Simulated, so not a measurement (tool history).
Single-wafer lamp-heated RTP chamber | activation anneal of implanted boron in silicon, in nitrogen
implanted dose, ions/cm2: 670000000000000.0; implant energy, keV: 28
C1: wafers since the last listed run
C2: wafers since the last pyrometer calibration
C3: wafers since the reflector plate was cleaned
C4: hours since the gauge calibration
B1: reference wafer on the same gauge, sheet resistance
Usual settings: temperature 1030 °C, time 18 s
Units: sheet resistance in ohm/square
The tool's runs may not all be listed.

{"run": 1, "hour": 0.0, "temperature": 1030, "time": 18, "C1": 0, "C2": 2258, "C3": 4732, "C4": 222.0, "B1": 128.03, "sheet resistance": 146.37}
{"run": 2, "hour": 15.7, "temperature": 1030, "time": 18, "C1": 362, "C2": 2621, "C3": 5094, "C4": 237.7, "B1": 128.02, "sheet resistance": 146.3}
{"run": 3, "hour": 32.9, "temperature": 1044, "time": 18, "C1": 397, "C2": 3019, "C3": 5492, "C4": 254.9, "B1": 128.0, "sheet resistance": 145.67}
{"run": 4, "hour": 49.0, "temperature": 1044, "time": 18, "C1": 372, "C2": 3391, "C3": 5864, "C4": 271.0, "B1": 128.01, "sheet resistance": 145.35}
{"run": 5, "hour": 65.8, "temperature": 1030, "time": 21, "C1": 388, "C2": 3779, "C3": 6253, "C4": 287.8, "B1": 128.02, "sheet resistance": 146.21}
{"run": 6, "hour": 75.4, "temperature": 1030, "time": 24, "C1": 221, "C2": 4001, "C3": 6474, "C4": 297.4, "B1": 127.97, "sheet resistance": 145.39}
{"run": 7, "hour": 85.1, "temperature": 1030, "time": 24, "C1": 224, "C2": 4225, "C3": 6699, "C4": 307.1, "B1": 127.97, "sheet resistance": 146.04}
{"run": 8, "hour": 93.6, "temperature": 1030, "time": 18, "C1": 196, "C2": 4422, "C3": 6895, "C4": 315.6, "B1": 128.0, "sheet resistance": 145.86}
{"hour": 109.6, "done": "pyrometer window cleaned and pyrometer calibrated"}
{"run": 9, "hour": 110.1, "temperature": 1030, "time": 11, "C1": 196, "C2": 11, "C3": 7092, "C4": 332.1, "B1": 128.02, "sheet resistance": 147.75}
{"run": 10, "hour": 117.9, "temperature": 1030, "time": 11, "C1": 180, "C2": 191, "C3": 7272, "C4": 339.9, "B1": 127.99, "sheet resistance": 147.0}
{"run": 11, "hour": 131.8, "temperature": 1030, "time": 18, "C1": 321, "C2": 513, "C3": 7593, "C4": 353.8, "B1": 128.0, "sheet resistance": 146.5}
{"run": 12, "hour": 146.9, "temperature": 1030, "time": 18, "C1": 349, "C2": 862, "C3": 7942, "C4": 368.9, "B1": 127.99, "sheet resistance": 146.62}
{"hour": 159.3, "done": "reflector plate cleaned"}
{"run": 13, "hour": 159.8, "temperature": 1030, "time": 18, "C1": 113, "C2": 975, "C3": 10, "C4": 381.8, "B1": 127.98, "sheet resistance": 146.19}
{"run": 14, "hour": 166.9, "temperature": 1030, "time": 18, "C1": 164, "C2": 1139, "C3": 174, "C4": 388.9, "B1": 128.04, "sheet resistance": 146.74}
{"run": 15, "hour": 184.6, "temperature": 1047, "time": 24, "C1": 409, "C2": 1548, "C3": 584, "C4": 406.6, "B1": 128.0, "sheet resistance": 145.06}
{"run": 16, "hour": 191.8, "temperature": 1030, "time": 24, "C1": 166, "C2": 1715, "C3": 750, "C4": 413.8, "B1": 127.99, "sheet resistance": 145.98}
{"run": 17, "hour": 208.5, "temperature": 1030, "time": 18, "C1": 386, "C2": 2101, "C3": 1136, "C4": 430.5, "B1": 128.0, "sheet resistance": 146.55}
{"run": 18, "hour": 225.4, "temperature": 1030, "time": 27, "C1": 390, "C2": 2491, "C3": 1527, "C4": 447.4, "B1": 128.04, "sheet resistance": 145.42}
{"run": 19, "hour": 237.4, "temperature": 1038, "time": 18, "C1": 277, "C2": 2769, "C3": 1804, "C4": 459.4, "B1": 127.98, "sheet resistance": 145.43}
{"run": 20, "hour": 246.6, "temperature": 1030, "time": 18, "C1": 212, "C2": 2981, "C3": 2017, "C4": 468.6, "B1": 127.99, "sheet resistance": 146.32}
{"run": 21, "hour": 254.9, "temperature": 1030, "time": 18, "C1": 191, "C2": 3173, "C3": 2209, "C4": 476.9, "B1": 128.01, "sheet resistance": 145.86}
{"run": 22, "hour": 264.6, "temperature": 1001, "time": 24, "C1": 224, "C2": 3398, "C3": 2433, "C4": 486.6, "B1": 127.99, "sheet resistance": 148.47}
{"run": 23, "hour": 273.6, "temperature": 1053, "time": 8, "C1": 208, "C2": 3606, "C3": 2641, "C4": 495.6, "B1": 127.99, "sheet resistance": 146.22}
{"run": 24, "hour": 279.8, "temperature": 1008, "time": 18, "C1": 143, "C2": 3749, "C3": 2784, "C4": 501.8, "B1": 128.02, "sheet resistance": 147.57}
{"hour": 283.8, "done": "gauge calibrated"}
{"run": 25, "hour": 288.5, "temperature": 1030, "time": 18, "C1": 201, "C2": 3950, "C3": 2985, "C4": 4.7, "B1": 128.01, "sheet resistance": 146.12}
{"run": 26, "hour": 303.2, "temperature": 1041, "time": 22, "C1": 339, "C2": 4290, "C3": 3325, "C4": 19.4, "B1": 127.98, "sheet resistance": 145.15}
{"run": 27, "hour": 314.1, "temperature": 1014, "time": 24, "C1": 251, "C2": 4542, "C3": 3577, "C4": 30.3, "B1": 128.0, "sheet resistance": 146.85}
{"hour": 333.7, "done": "pyrometer window cleaned and pyrometer calibrated"}
{"run": 28, "hour": 334.2, "temperature": 1018, "time": 18, "C1": 279, "C2": 12, "C3": 3857, "C4": 50.4, "B1": 128.05, "sheet resistance": 148.48}
{"run": 29, "hour": 337.4, "temperature": 1030, "time": 18, "C1": 73, "C2": 86, "C3": 3931, "C4": 53.6, "B1": 128.0, "sheet resistance": 146.62}
{"run": 30, "hour": 378.3, "temperature": 1044, "time": 13, "C1": 945, "C2": 1031, "C3": 4876, "C4": 94.5, "B1": 128.0, "sheet resistance": 146.33}
{"run": 31, "hour": 387.6, "temperature": 1030, "time": 14, "C1": 214, "C2": 1246, "C3": 5091, "C4": 103.8, "B1": 128.03, "sheet resistance": 146.9}
{"run": 32, "hour": 396.0, "temperature": 1030, "time": 18, "C1": 194, "C2": 1440, "C3": 5285, "C4": 112.2, "B1": 128.0, "sheet resistance": 146.78}
{"run": 33, "hour": 405.0, "temperature": 1043, "time": 11, "C1": 208, "C2": 1648, "C3": 5493, "C4": 121.2, "B1": 127.99, "sheet resistance": 146.22}
{"run": 34, "hour": 416.6, "temperature": 1059, "time": 15, "C1": 268, "C2": 1917, "C3": 5761, "C4": 132.8, "B1": 128.0, "sheet resistance": 145.04}
{"run": 35, "hour": 429.7, "temperature": 1018, "time": 25, "C1": 302, "C2": 2219, "C3": 6064, "C4": 145.9, "B1": 128.02, "sheet resistance": 146.9}
{"run": 36, "hour": 444.1, "temperature": 1030, "time": 18, "C1": 332, "C2": 2552, "C3": 6397, "C4": 160.3, "B1": 128.01, "sheet resistance": 146.39}
{"run": 37, "hour": 489.3, "temperature": 1030, "time": 18, "C1": 1044, "C2": 3597, "C3": 7442, "C4": 205.5, "B1": 128.01, "sheet resistance": 146.16}
{"run": 38, "hour": 518.8, "temperature": 1030, "time": 18, "C1": 681, "C2": 4279, "C3": 8124, "C4": 235.0, "B1": 128.0, "sheet resistance": 145.92}

Hidden state at the last listed run before each entry between runs and at the first one after, where it differs:
Between runs 8 and 9: pyrometer window cleaned and pyrometer calibrated (hour 109.6)
  true wafer temperature minus pyrometer reading, K: 11.7 -> 2.67
  measured less the result without the state, sheet resistance: -0.84 -> -0.24 ohm/square
Between runs 12 and 13: reflector plate cleaned (hour 159.3)
  true wafer temperature minus pyrometer reading, K: 4.79 -> 5.53
  measured less the result without the state, sheet resistance: -0.38 -> -0.44 ohm/square
Between runs 24 and 25: gauge calibrated (hour 283.8)
  true wafer temperature minus pyrometer reading, K: 12.4 -> 12.9
  measured less the result without the state, sheet resistance: -2.03 -> -0.91 ohm/square
Between runs 27 and 28: pyrometer window cleaned and pyrometer calibrated (hour 333.7)
  true wafer temperature minus pyrometer reading, K: 14.4 -> 1.11
  measured less the result without the state, sheet resistance: -1.68 -> -0.14 ohm/square

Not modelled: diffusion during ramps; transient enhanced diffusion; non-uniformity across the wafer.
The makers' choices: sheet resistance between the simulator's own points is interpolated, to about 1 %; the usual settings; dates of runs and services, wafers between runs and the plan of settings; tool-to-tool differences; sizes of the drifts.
